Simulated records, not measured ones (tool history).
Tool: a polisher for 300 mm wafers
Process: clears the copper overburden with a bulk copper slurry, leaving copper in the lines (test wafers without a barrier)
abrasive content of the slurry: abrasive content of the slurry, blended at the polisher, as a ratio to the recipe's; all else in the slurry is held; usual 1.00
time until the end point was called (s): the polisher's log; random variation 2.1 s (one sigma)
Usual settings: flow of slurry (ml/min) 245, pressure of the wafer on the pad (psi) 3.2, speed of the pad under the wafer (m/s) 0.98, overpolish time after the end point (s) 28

run   hour  flow of slurry (ml/min)  pressure of the wafer on the pad (psi)  speed of the pad under the wafer (m/s)  abrasive content of the slurry  overpolish time after the end point (s)  incoming thickness of the incoming film, nm  time until the end point was called (s)
  1    0.0                      245                                     3.2                                    0.98                            1.00                                       28                                        964.0                                    118.5
       9.7  -- worn pad replaced by a new one
  2   24.4                      245                                     3.2                                    0.98                            1.00                                       28                                        956.2                                    118.4
  3   44.8                      245                                     3.2                                    0.98                            1.00                                       28                                        950.6                                    115.8
  4   83.5                      245                                     3.2                                    0.72                            0.90                                       28                                        947.8                                    154.4
  5  107.1                      245                                     3.2                                    0.72                            0.90                                       28                                        952.3                                    155.0
     125.0  -- worn pad replaced by a new one
  6  128.4                      245                                     3.2                                    0.98                            1.00                                       28                                        952.7                                    120.0
  7  180.1                      245                                     3.2                                    0.98                            1.00                                       28                                        937.8                                    118.5
  8  213.8                      245                                     3.2                                    0.98                            1.00                                       28                                        947.6                                    119.3
  9  241.6                      245                                     3.2                                    0.98                            1.00                                       33                                        943.0                                    121.0
     262.8  -- worn pad replaced by a new one
 10  289.7                      245                                     3.2                                    0.98                            1.00                                       33                                        941.7                                    122.1
     298.8  -- slurry nozzle cleaned
     310.6  -- slurry blender recalibrated
 11  313.0                      245                                     3.2                                    0.76                            1.00                                       28                                        966.6                                    146.5
 12  347.2                      245                                     3.2                                    0.98                            1.00                                       28                                        945.2                                    117.0
     375.8  -- head pressure recalibrated
 13  382.6                      245                                     3.2                                    0.98                            1.00                                       28                                        944.0                                    114.0
     405.5  -- worn pad replaced by a new one
 14  417.2                      300                                     3.9                                    0.68                            0.75                                       28                                        958.6                                    133.0

Forecast run 15:
 15  446.1                      245                                     3.9                                    0.74                            1.00                                       28                                        957.0                                        ?

time until the end point was called (s): 117.3
Without the tool's hidden state the same run would have given time until the end point was called (s) 116.8.

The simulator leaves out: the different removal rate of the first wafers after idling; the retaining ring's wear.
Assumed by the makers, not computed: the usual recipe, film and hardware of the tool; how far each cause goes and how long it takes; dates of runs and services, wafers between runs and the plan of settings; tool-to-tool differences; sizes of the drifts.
